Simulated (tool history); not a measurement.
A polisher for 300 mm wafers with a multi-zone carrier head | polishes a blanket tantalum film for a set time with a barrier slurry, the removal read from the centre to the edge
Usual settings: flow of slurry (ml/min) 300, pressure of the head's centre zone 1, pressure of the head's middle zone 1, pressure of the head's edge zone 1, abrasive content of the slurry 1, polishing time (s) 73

run	day	flow of slurry (ml/min)	pressure of the head's centre zone	pressure of the head's middle zone	pressure of the head's edge zone	abrasive content of the slurry	polishing time (s)	wafers since the last listed run	wafers polished on this pad	hours since the slurry nozzle was cleaned	hours since the centre zone pressure was calibrated	hours since the edge zone pressure was calibrated	hours since the carrier head's membrane was replaced	incoming thickness of the incoming film, nm	film removed at the wafer's centre (angstrom)	film removed at mid-radius (angstrom)	film removed at the wafer's edge (angstrom)
1	0	300	1	1	1.09	1	73	0	589	317.1	857.2	808.8	331.7	371.4	1593	1592	1640
# day 0.183: edge zone pressure recalibrated
2	2.354	300	0.93	1	1	1	66	574	1164	373.6	913.7	52.1	388.2	368.6	1361	1434	1417
# day 4.625: slurry nozzle cleaned
3	5.025	300	1	1	1.05	0.9	55	664	1828	9.6	977.8	116.2	452.3	371.6	1172	1167	1171
4	7.912	300	1	1	1	1	73	730	2559	78.9	1047.1	185.5	521.6	367.5	1611	1602	1598
5	10.033	300	1	1.08	1.05	1	73	536	3095	129.8	1098	236.4	572.5	372.6	1628	1697	1640
6	12.975	300	1.1	1	0.92	0.75	73	743	3839	200.4	1168.6	307	643.1	365.4	1558	1404	1355
7	15.217	300	1	1	1	1.15	73	566	4405	254.2	1222.4	360.8	696.9	375.6	1701	1697	1649
8	16.346	300	1.12	1	1	1	73	285	4691	281.3	1249.5	387.9	724	375.6	1758	1570	1563
# day 18.446: centre zone pressure recalibrated
9	18.492	300	1	1	1	1	84	521	5212	332.8	1.1	439.4	775.5	366.7	1795	1863	1788
# day 19.229: worn pad replaced by a new one
10	19.6	300	0.95	1	1	1	97	238	93	359.4	27.7	466	802.1	374.8	1965	2037	2077
11	22.279	355	1	1.1	1	1	73	677	771	423.7	92	530.3	866.4	365.7	1563	1685	1578
# day 23.642: slurry nozzle cleaned
12	24.642	300	1	1.1	0.93	1	59	586	1358	24	148.7	587	923.1	370.9	1290	1403	1239
13	26.138	300	1	1.05	1.03	1	73	378	1736	59.9	184.6	622.9	959	372.3	1593	1653	1631
14	28.733	300	1	1	1	0.85	73	656	2392	122.2	246.9	685.2	1021.3	372.2	1489	1521	1523
15	31.104	300	0.94	1	1.04	1	73	599	2992	179.1	303.8	742.1	1078.2	371.5	1510	1614	1604
16	33.054	300	1	1	1.09	1	73	493	3485	225.9	350.6	788.9	1125	372.4	1588	1608	1661
# day 35.333: edge zone pressure recalibrated
17	35.392	300	1	1	1	1	73	569	4055	282	406.7	1.4	1181.1	375.3	1582	1622	1571
18	38.25	300	1	1	1	1	73	722	4778	350.6	475.3	70	1249.7	366.3	1574	1563	1574
# day 38.433: worn pad replaced by a new one
19	39.333	300	1	1	1	1	73	231	227	376.6	501.3	96	1275.7	362.5	1569	1594	1559
20	40.754	300	1	1.1	0.91	1	73	359	587	410.7	535.4	130.1	1309.8	364.7	1561	1722	1482

Hidden state at the last listed run before each entry between runs and at the first one after, where it differs:
Between runs 1 and 2: edge zone pressure recalibrated (day 0.183)
  slurry flow missing at the pad, %: 16.9 -> 23.1; deviation of the centre zone's pressure from its setpoint, %: 2.37 -> 2.66
  measured less the result without the state, film removed at the wafer's centre (angstrom): +6 -> -1; film removed at mid-radius (angstrom): -22 -> -29; film removed at the wafer's edge (angstrom): -17 -> -21
Between runs 2 and 3: slurry nozzle cleaned (day 4.625)
  slurry flow missing at the pad, %: 23.1 -> 8.42; deviation of the centre zone's pressure from its setpoint, %: 2.66 -> 3
  measured less the result without the state, film removed at the wafer's centre (angstrom): -1 -> +19; film removed at mid-radius (angstrom): -29 -> -8; film removed at the wafer's edge (angstrom): -21 -> -6
Between runs 8 and 9: centre zone pressure recalibrated (day 18.446)
  slurry flow missing at the pad, %: 21.2 -> 26.3; deviation of the centre zone's pressure from its setpoint, %: 4.73 -> -0.102
  measured less the result without the state, film removed at the wafer's centre (angstrom): +28 -> -48; film removed at mid-radius (angstrom): -28 -> -43; film removed at the wafer's edge (angstrom): -21 -> -32
Between runs 9 and 10: worn pad replaced by a new one (day 19.229)
  slurry flow missing at the pad, %: 26.3 -> 29.2; deviation of the centre zone's pressure from its setpoint, %: -0.102 -> -0.1
  measured less the result without the state, film removed at the wafer's centre (angstrom): -48 -> -60; film removed at mid-radius (angstrom): -43 -> -54; film removed at the wafer's edge (angstrom): -32 -> -41
Between runs 11 and 12: slurry nozzle cleaned (day 23.642)
  slurry flow missing at the pad, %: 37.3 -> 0.519; deviation of the centre zone's pressure from its setpoint, %: -0.0783 -> -0.0394
  measured less the result without the state, film removed at the wafer's centre (angstrom): -57 -> -1; film removed at mid-radius (angstrom): -55 -> +0; film removed at the wafer's edge (angstrom): -39 -> +0
Between runs 16 and 17: edge zone pressure recalibrated (day 35.333)
  slurry flow missing at the pad, %: 8.65 -> 13.2; deviation of the centre zone's pressure from its setpoint, %: 0.247 -> 0.368
  measured less the result without the state, film removed at the wafer's centre (angstrom): -8 -> -14; film removed at mid-radius (angstrom): -11 -> -17; film removed at the wafer's edge (angstrom): -8 -> -13
Between runs 18 and 19: worn pad replaced by a new one (day 38.433)
  slurry flow missing at the pad, %: 20.2 -> 23.3; deviation of the centre zone's pressure from its setpoint, %: 0.54 -> 0.613
  measured less the result without the state, film removed at the wafer's centre (angstrom): -22 -> -27; film removed at mid-radius (angstrom): -26 -> -31; film removed at the wafer's edge (angstrom): -20 -> -23
